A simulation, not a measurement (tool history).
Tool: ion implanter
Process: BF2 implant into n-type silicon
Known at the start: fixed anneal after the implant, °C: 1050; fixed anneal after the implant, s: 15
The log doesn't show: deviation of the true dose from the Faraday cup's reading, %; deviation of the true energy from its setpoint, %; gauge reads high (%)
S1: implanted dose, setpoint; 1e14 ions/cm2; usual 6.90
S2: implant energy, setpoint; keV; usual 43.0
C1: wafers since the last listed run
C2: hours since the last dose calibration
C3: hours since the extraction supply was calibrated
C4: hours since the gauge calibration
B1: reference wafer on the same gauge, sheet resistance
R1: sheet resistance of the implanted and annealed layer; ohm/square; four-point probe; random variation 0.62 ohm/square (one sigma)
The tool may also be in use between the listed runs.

run 1 day=0.000 | S1=6.90 S2=43.0 | C1=0 C2=663.9 C3=4257.3 C4=263.0 | B1=155.97 | R1=163.32
run 2 day=1.429 | S1=6.90 S2=43.0 | C1=636 C2=698.2 C3=4291.6 C4=297.3 | B1=155.85 | R1=165.19
run 3 day=1.929 | S1=6.90 S2=52.5 | C1=222 C2=710.2 C3=4303.6 C4=309.3 | B1=156.02 | R1=162.40
run 4 day=2.767 | S1=6.90 S2=52.5 | C1=373 C2=730.3 C3=4323.7 C4=329.4 | B1=156.06 | R1=162.26
run 5 day=3.975 | S1=6.90 S2=43.0 | C1=538 C2=759.3 C3=4352.7 C4=358.4 | B1=156.04 | R1=165.61
run 6 day=4.900 | S1=6.90 S2=43.0 | C1=412 C2=781.5 C3=4374.9 C4=380.6 | B1=156.01 | R1=165.21
run 7 day=6.342 | S1=6.90 S2=43.0 | C1=642 C2=816.1 C3=4409.5 C4=415.2 | B1=155.90 | R1=165.91
run 8 day=7.025 | S1=8.27 S2=36.0 | C1=304 C2=832.5 C3=4425.9 C4=431.6 | B1=156.06 | R1=144.80
run 9 day=7.838 | S1=8.27 S2=36.0 | C1=362 C2=852.0 C3=4445.4 C4=451.1 | B1=156.01 | R1=145.73
run 10 day=9.012 | S1=8.27 S2=36.0 | C1=523 C2=880.2 C3=4473.6 C4=479.3 | B1=156.02 | R1=146.19
-- day=9.246 gauge calibrated
-- day=9.604 extraction supply calibrated
run 11 day=10.058 | S1=6.90 S2=43.0 | C1=317 C2=905.3 C3=10.9 C4=19.5 | B1=156.13 | R1=165.42
run 12 day=11.067 | S1=6.90 S2=43.0 | C1=449 C2=929.5 C3=35.1 C4=43.7 | B1=156.05 | R1=166.87
run 13 day=11.600 | S1=6.90 S2=43.0 | C1=237 C2=942.3 C3=47.9 C4=56.5 | B1=155.97 | R1=166.35
run 14 day=12.458 | S1=6.90 S2=43.0 | C1=382 C2=962.9 C3=68.5 C4=77.1 | B1=156.07 | R1=167.00
run 15 day=13.033 | S1=6.90 S2=43.0 | C1=256 C2=976.7 C3=82.3 C4=90.9 | B1=156.09 | R1=166.31
run 16 day=14.271 | S1=8.29 S2=53.0 | C1=551 C2=1006.4 C3=112.0 C4=120.6 | B1=155.93 | R1=139.26
run 17 day=15.733 | S1=5.76 S2=33.0 | C1=651 C2=1041.5 C3=147.1 C4=155.7 | B1=156.12 | R1=199.77
run 18 day=16.975 | S1=6.90 S2=54.0 | C1=553 C2=1071.3 C3=176.9 C4=185.5 | B1=155.94 | R1=165.43
-- day=18.571 Faraday cup replaced and dose calibrated
run 19 day=18.592 | S1=8.38 S2=34.0 | C1=571 C2=0.5 C3=215.7 C4=224.3 | B1=156.05 | R1=140.88
run 20 day=19.500 | S1=6.34 S2=52.0 | C1=404 C2=22.3 C3=237.5 C4=246.1 | B1=156.02 | R1=171.20
run 21 day=20.800 | S1=6.90 S2=43.0 | C1=579 C2=53.5 C3=268.7 C4=277.3 | B1=155.93 | R1=162.57
run 22 day=21.971 | S1=5.61 S2=54.5 | C1=521 C2=81.6 C3=296.8 C4=305.4 | B1=156.08 | R1=189.92
run 23 day=22.921 | S1=5.56 S2=30.0 | C1=423 C2=104.4 C3=319.6 C4=328.2 | B1=156.06 | R1=202.65
run 24 day=23.825 | S1=5.94 S2=43.0 | C1=402 C2=126.1 C3=341.3 C4=349.9 | B1=156.00 | R1=185.20
run 25 day=24.650 | S1=7.44 S2=43.0 | C1=367 C2=145.9 C3=361.1 C4=369.7 | B1=155.94 | R1=151.17
run 26 day=25.954 | S1=6.90 S2=43.0 | C1=581 C2=177.2 C3=392.4 C4=401.0 | B1=156.06 | R1=161.94

5 ways to go on from here, each from the tool as it stands after run 26. What would each give?
run A day=25.971 | S1=6.90 S2=43.0 | C1=7 C2=177.6 C3=392.8 C4=401.4 | B1=? | R1=?
run B day=25.971 | S1=8.62 S2=56.0 | C1=7 C2=177.6 C3=392.8 C4=401.4 | B1=? | R1=?
run C day=25.971 | S1=7.73 S2=47.5 | C1=7 C2=177.6 C3=392.8 C4=401.4 | B1=? | R1=?
run D day=25.971 | S1=8.25 S2=36.5 | C1=7 C2=177.6 C3=392.8 C4=401.4 | B1=? | R1=?
run E day=25.971 | S1=7.68 S2=52.0 | C1=7 C2=177.6 C3=392.8 C4=401.4 | B1=? | R1=?

run=A B1=156.09 R1=161.69
run=B B1=156.09 R1=129.36
run=C B1=156.09 R1=144.75
run=D B1=156.09 R1=141.54
run=E B1=156.09 R1=144.30
Without the tool's hidden state the same runs would have given:
run=A R1=163.26
run=B R1=130.61
run=C R1=146.15
run=D R1=142.80
run=E R1=145.72
